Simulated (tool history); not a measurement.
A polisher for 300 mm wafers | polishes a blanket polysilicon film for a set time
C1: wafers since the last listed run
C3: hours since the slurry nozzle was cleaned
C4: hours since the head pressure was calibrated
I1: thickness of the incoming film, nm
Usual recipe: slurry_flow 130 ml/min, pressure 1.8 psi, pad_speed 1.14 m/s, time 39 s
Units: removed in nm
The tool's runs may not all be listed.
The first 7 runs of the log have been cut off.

{"run": 8, "hour": 97.0, "slurry_flow": 130, "pressure": 1.8, "pad_speed": 1.14, "time": 39, "C1": 65, "wafers polished on this pad": 226, "C3": 480.7, "C4": 1269.7, "I1": 1282.9, "removed": 281.6}
{"hour": 121.9, "done": "slurry nozzle cleaned"}
{"hour": 137.8, "done": "head pressure recalibrated"}
{"run": 9, "hour": 138.3, "slurry_flow": 130, "pressure": 1.8, "pad_speed": 1.14, "time": 39, "C1": 323, "wafers polished on this pad": 549, "C3": 16.4, "C4": 0.5, "I1": 1280.3, "removed": 280.8}
{"run": 10, "hour": 144.9, "slurry_flow": 130, "pressure": 1.8, "pad_speed": 1.14, "time": 39, "C1": 55, "wafers polished on this pad": 605, "C3": 23.0, "C4": 7.1, "I1": 1258.6, "removed": 278.8}
{"run": 11, "hour": 157.0, "slurry_flow": 130, "pressure": 1.8, "pad_speed": 1.14, "time": 39, "C1": 102, "wafers polished on this pad": 707, "C3": 35.1, "C4": 19.2, "I1": 1275.6, "removed": 280.1}
{"run": 12, "hour": 165.2, "slurry_flow": 130, "pressure": 1.8, "pad_speed": 1.14, "time": 39, "C1": 69, "wafers polished on this pad": 777, "C3": 43.3, "C4": 27.4, "I1": 1268.2, "removed": 282.0}
{"run": 13, "hour": 174.4, "slurry_flow": 130, "pressure": 1.8, "pad_speed": 1.14, "time": 39, "C1": 77, "wafers polished on this pad": 854, "C3": 52.5, "C4": 36.6, "I1": 1284.2, "removed": 277.8}
{"run": 14, "hour": 187.2, "slurry_flow": 130, "pressure": 1.8, "pad_speed": 1.14, "time": 35, "C1": 108, "wafers polished on this pad": 962, "C3": 65.3, "C4": 49.4, "I1": 1275.3, "removed": 248.1}
{"run": 15, "hour": 195.2, "slurry_flow": 130, "pressure": 1.8, "pad_speed": 1.14, "time": 35, "C1": 67, "wafers polished on this pad": 1030, "C3": 73.3, "C4": 57.4, "I1": 1281.9, "removed": 252.9}
{"run": 16, "hour": 209.0, "slurry_flow": 150, "pressure": 1.8, "pad_speed": 1.14, "time": 39, "C1": 116, "wafers polished on this pad": 1147, "C3": 87.1, "C4": 71.2, "I1": 1283.3, "removed": 286.5}
{"run": 17, "hour": 224.0, "slurry_flow": 145, "pressure": 1.3, "pad_speed": 1.3, "time": 49, "C1": 126, "wafers polished on this pad": 1273, "C3": 102.1, "C4": 86.2, "I1": 1258.3, "removed": 282.9}
{"run": 18, "hour": 230.7, "slurry_flow": 130, "pressure": 1.8, "pad_speed": 1.14, "time": 39, "C1": 56, "wafers polished on this pad": 1330, "C3": 108.8, "C4": 92.9, "I1": 1290.0, "removed": 279.5}
{"run": 19, "hour": 243.2, "slurry_flow": 105, "pressure": 1.8, "pad_speed": 1.14, "time": 39, "C1": 105, "wafers polished on this pad": 1435, "C3": 121.3, "C4": 105.4, "I1": 1274.1, "removed": 267.4}
{"run": 20, "hour": 251.2, "slurry_flow": 145, "pressure": 1.8, "pad_speed": 1.14, "time": 39, "C1": 67, "wafers polished on this pad": 1503, "C3": 129.3, "C4": 113.4, "I1": 1299.3, "removed": 283.5}
{"hour": 255.7, "done": "worn pad replaced by a new one"}
{"run": 21, "hour": 257.9, "slurry_flow": 130, "pressure": 1.8, "pad_speed": 1.14, "time": 39, "C1": 22, "wafers polished on this pad": 18, "C3": 136.0, "C4": 120.1, "I1": 1291.4, "removed": 281.6}
{"run": 22, "hour": 270.3, "slurry_flow": 90, "pressure": 1.6, "pad_speed": 1.02, "time": 31, "C1": 104, "wafers polished on this pad": 123, "C3": 148.4, "C4": 132.5, "I1": 1290.5, "removed": 170.2}
{"run": 23, "hour": 283.3, "slurry_flow": 130, "pressure": 1.8, "pad_speed": 1.14, "time": 51, "C1": 109, "wafers polished on this pad": 233, "C3": 161.4, "C4": 145.5, "I1": 1293.1, "removed": 366.3}
{"run": 24, "hour": 299.6, "slurry_flow": 90, "pressure": 1.5, "pad_speed": 1.28, "time": 39, "C1": 137, "wafers polished on this pad": 371, "C3": 177.7, "C4": 161.8, "I1": 1296.6, "removed": 235.6}
{"run": 25, "hour": 313.7, "slurry_flow": 115, "pressure": 1.8, "pad_speed": 1.14, "time": 39, "C1": 119, "wafers polished on this pad": 490, "C3": 191.8, "C4": 175.9, "I1": 1294.9, "removed": 272.5}
{"run": 26, "hour": 329.6, "slurry_flow": 130, "pressure": 1.6, "pad_speed": 1.14, "time": 39, "C1": 134, "wafers polished on this pad": 624, "C3": 207.7, "C4": 191.8, "I1": 1283.2, "removed": 248.4}
{"run": 27, "hour": 347.2, "slurry_flow": 130, "pressure": 1.8, "pad_speed": 1.14, "time": 39, "C1": 148, "wafers polished on this pad": 773, "C3": 225.3, "C4": 209.4, "I1": 1260.5, "removed": 281.8}
{"run": 28, "hour": 360.1, "slurry_flow": 130, "pressure": 1.8, "pad_speed": 1.14, "time": 39, "C1": 108, "wafers polished on this pad": 882, "C3": 238.2, "C4": 222.3, "I1": 1257.2, "removed": 280.4}
{"run": 29, "hour": 366.8, "slurry_flow": 155, "pressure": 1.8, "pad_speed": 1.14, "time": 39, "C1": 56, "wafers polished on this pad": 938, "C3": 244.9, "C4": 229.0, "I1": 1259.4, "removed": 288.7}
{"run": 30, "hour": 379.4, "slurry_flow": 155, "pressure": 1.4, "pad_speed": 1.34, "time": 39, "C1": 106, "wafers polished on this pad": 1045, "C3": 257.5, "C4": 241.6, "I1": 1296.8, "removed": 251.7}

4 options for the next run, each taken on its own from the tool as it stands now. Forecast them:
{"run": "A", "hour": 379.8, "slurry_flow": 130, "pressure": 1.8, "pad_speed": 1.14, "time": 39, "C1": 3, "wafers polished on this pad": 1048, "C3": 257.9, "C4": 242.0, "I1": 1279.2, "removed": "?"}
{"run": "B", "hour": 379.8, "slurry_flow": 130, "pressure": 1.6, "pad_speed": 1.3, "time": 39, "C1": 3, "wafers polished on this pad": 1048, "C3": 257.9, "C4": 242.0, "I1": 1279.2, "removed": "?"}
{"run": "C", "hour": 379.8, "slurry_flow": 130, "pressure": 2.0, "pad_speed": 1.14, "time": 39, "C1": 3, "wafers polished on this pad": 1048, "C3": 257.9, "C4": 242.0, "I1": 1279.2, "removed": "?"}
{"run": "D", "hour": 379.8, "slurry_flow": 130, "pressure": 1.8, "pad_speed": 0.82, "time": 39, "C1": 3, "wafers polished on this pad": 1048, "C3": 257.9, "C4": 242.0, "I1": 1279.2, "removed": "?"}

run=A removed=280.7
run=B removed=273.3
run=C removed=311.9
run=D removed=227.0
What these runs would have given with no unlogged condition in the tool:
run=A removed=280.7
run=B removed=273.3
run=C removed=311.9
run=D removed=227.0

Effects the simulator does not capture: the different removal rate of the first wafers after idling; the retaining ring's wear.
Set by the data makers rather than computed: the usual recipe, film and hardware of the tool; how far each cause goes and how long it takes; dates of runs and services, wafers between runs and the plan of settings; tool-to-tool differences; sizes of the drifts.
